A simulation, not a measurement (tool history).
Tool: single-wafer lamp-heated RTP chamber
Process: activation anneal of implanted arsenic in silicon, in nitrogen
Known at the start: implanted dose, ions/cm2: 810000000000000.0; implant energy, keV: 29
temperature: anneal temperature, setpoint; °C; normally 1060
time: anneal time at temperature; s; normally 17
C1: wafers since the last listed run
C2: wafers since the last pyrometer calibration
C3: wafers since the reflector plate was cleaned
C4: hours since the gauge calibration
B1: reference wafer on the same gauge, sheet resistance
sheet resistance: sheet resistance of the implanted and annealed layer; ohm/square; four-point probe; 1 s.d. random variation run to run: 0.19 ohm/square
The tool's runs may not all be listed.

{"run": 1, "hour": 0.0, "temperature": 1060, "time": 17, "C1": 0, "C2": 6757, "C3": 9621, "C4": 120.8, "B1": 123.5, "sheet resistance": 128.4}
{"run": 2, "hour": 16.6, "temperature": 1060, "time": 17, "C1": 175, "C2": 6932, "C3": 9796, "C4": 137.4, "B1": 123.43, "sheet resistance": 128.1}
{"run": 3, "hour": 29.5, "temperature": 1060, "time": 17, "C1": 136, "C2": 7069, "C3": 9933, "C4": 150.3, "B1": 123.4, "sheet resistance": 128.49}
{"run": 4, "hour": 39.9, "temperature": 1060, "time": 17, "C1": 110, "C2": 7179, "C3": 10043, "C4": 160.7, "B1": 123.37, "sheet resistance": 128.28}
{"run": 5, "hour": 52.8, "temperature": 1060, "time": 11, "C1": 136, "C2": 7315, "C3": 10179, "C4": 173.6, "B1": 123.38, "sheet resistance": 130.42}
{"run": 6, "hour": 61.8, "temperature": 1060, "time": 11, "C1": 95, "C2": 7410, "C3": 10274, "C4": 182.6, "B1": 123.36, "sheet resistance": 130.81}
{"run": 7, "hour": 69.7, "temperature": 1060, "time": 23, "C1": 83, "C2": 7494, "C3": 10358, "C4": 190.5, "B1": 123.32, "sheet resistance": 126.61}
{"run": 8, "hour": 117.2, "temperature": 1060, "time": 23, "C1": 502, "C2": 7997, "C3": 10860, "C4": 238, "B1": 123.22, "sheet resistance": 126.91}
{"run": 9, "hour": 131.5, "temperature": 1060, "time": 23, "C1": 151, "C2": 8148, "C3": 11012, "C4": 252.3, "B1": 123.27, "sheet resistance": 126.72}
{"run": 10, "hour": 147.4, "temperature": 1054, "time": 17, "C1": 168, "C2": 8316, "C3": 11180, "C4": 268.2, "B1": 123.24, "sheet resistance": 129}
{"run": 11, "hour": 161.9, "temperature": 1060, "time": 17, "C1": 153, "C2": 8469, "C3": 11333, "C4": 282.7, "B1": 123.2, "sheet resistance": 128.45}
{"run": 12, "hour": 169.6, "temperature": 1076, "time": 17, "C1": 81, "C2": 8551, "C3": 11415, "C4": 290.4, "B1": 123.24, "sheet resistance": 126.25}
{"hour": 179.1, "done": "pyrometer window cleaned and pyrometer calibrated"}
{"run": 13, "hour": 179.6, "temperature": 1076, "time": 17, "C1": 21, "C2": 5, "C3": 11436, "C4": 300.4, "B1": 123.23, "sheet resistance": 126.58}
{"run": 14, "hour": 188.3, "temperature": 1050, "time": 17, "C1": 92, "C2": 97, "C3": 11528, "C4": 309.1, "B1": 123.2, "sheet resistance": 129.4}
{"run": 15, "hour": 199.9, "temperature": 1060, "time": 17, "C1": 122, "C2": 220, "C3": 11651, "C4": 320.7, "B1": 123.2, "sheet resistance": 128.23}
{"hour": 205.2, "done": "gauge calibrated"}
{"run": 16, "hour": 208.1, "temperature": 1045, "time": 12, "C1": 86, "C2": 306, "C3": 11737, "C4": 2.9, "B1": 124.15, "sheet resistance": 132.65}

Expected results for the next run?
{"run": 17, "hour": 224.5, "temperature": 1070, "time": 22, "C1": 173, "C2": 480, "C3": 11911, "C4": 19.3, "B1": "?", "sheet resistance": "?"}

Run 17 produced B1 124.05, sheet resistance 126.76 ohm/square.
If the tool had no hidden condition, the same run with the same run-to-run variation would have returned sheet resistance 126.74 ohm/square.

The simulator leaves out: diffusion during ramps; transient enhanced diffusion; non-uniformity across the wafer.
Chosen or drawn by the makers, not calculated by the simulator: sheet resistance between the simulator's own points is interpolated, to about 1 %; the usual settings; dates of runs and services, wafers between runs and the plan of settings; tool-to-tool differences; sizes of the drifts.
